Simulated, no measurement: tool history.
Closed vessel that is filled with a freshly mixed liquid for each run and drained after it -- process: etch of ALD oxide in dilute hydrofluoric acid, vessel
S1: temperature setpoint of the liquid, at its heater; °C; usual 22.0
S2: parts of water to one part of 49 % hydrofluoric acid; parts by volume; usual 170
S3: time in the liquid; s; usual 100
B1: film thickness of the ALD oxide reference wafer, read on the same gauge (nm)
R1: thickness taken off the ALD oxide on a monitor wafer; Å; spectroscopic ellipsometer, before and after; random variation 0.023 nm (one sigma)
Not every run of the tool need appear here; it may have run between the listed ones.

run 1 hour=0.0 | S1=22.0 S2=170 S3=100 | B1=50.02 | R1=46.3
run 2 hour=23.2 | S1=22.0 S2=170 S3=100 | B1=49.99 | R1=46.5
run 3 hour=36.8 | S1=20.5 S2=170 S3=100 | B1=50.00 | R1=43.7
run 4 hour=115.7 | S1=20.5 S2=170 S3=100 | B1=49.99 | R1=43.7
run 5 hour=148.4 | S1=20.5 S2=170 S3=100 | B1=49.99 | R1=43.4
run 6 hour=169.2 | S1=18.5 S2=170 S3=135 | B1=50.00 | R1=53.8
run 7 hour=185.9 | S1=18.5 S2=170 S3=135 | B1=50.01 | R1=54.3
run 8 hour=221.4 | S1=18.5 S2=170 S3=135 | B1=50.00 | R1=53.4
run 9 hour=256.3 | S1=20.0 S2=170 S3=100 | B1=49.99 | R1=42.4
-- hour=276.7 gauge calibrated
run 10 hour=283.9 | S1=20.0 S2=170 S3=100 | B1=50.02 | R1=42.0
run 11 hour=319.0 | S1=20.0 S2=170 S3=100 | B1=49.99 | R1=42.0
run 12 hour=349.8 | S1=22.0 S2=170 S3=100 | B1=49.99 | R1=45.5
run 13 hour=369.8 | S1=22.0 S2=170 S3=100 | B1=50.02 | R1=45.5
run 14 hour=402.8 | S1=22.0 S2=195 S3=100 | B1=49.99 | R1=38.4
run 15 hour=419.2 | S1=22.0 S2=170 S3=100 | B1=49.99 | R1=45.1
run 16 hour=444.3 | S1=22.0 S2=170 S3=100 | B1=49.99 | R1=45.2
run 17 hour=473.8 | S1=18.0 S2=235 S3=100 | B1=50.01 | R1=26.0
-- hour=487.2 hydrofluoric acid flow meter replaced
run 18 hour=493.4 | S1=22.0 S2=235 S3=55 | B1=49.99 | R1=18.8
run 19 hour=514.9 | S1=24.0 S2=170 S3=80 | B1=49.98 | R1=43.7
-- hour=543.2 thermometer replaced
run 20 hour=546.9 | S1=26.5 S2=170 S3=75 | B1=49.99 | R1=44.6
run 21 hour=573.7 | S1=22.0 S2=135 S3=120 | B1=49.97 | R1=78.4
run 22 hour=595.5 | S1=22.0 S2=85 S3=100 | B1=50.00 | R1=110.3

Run 23 comes next. What will it give?
run 23 hour=607.6 | S1=18.5 S2=170 S3=135 | B1=? | R1=?

{"run 23": {"B1": 50.02, "R1": 58.8}}
Without the tool's hidden state the same run would have given R1 59.5 Å.
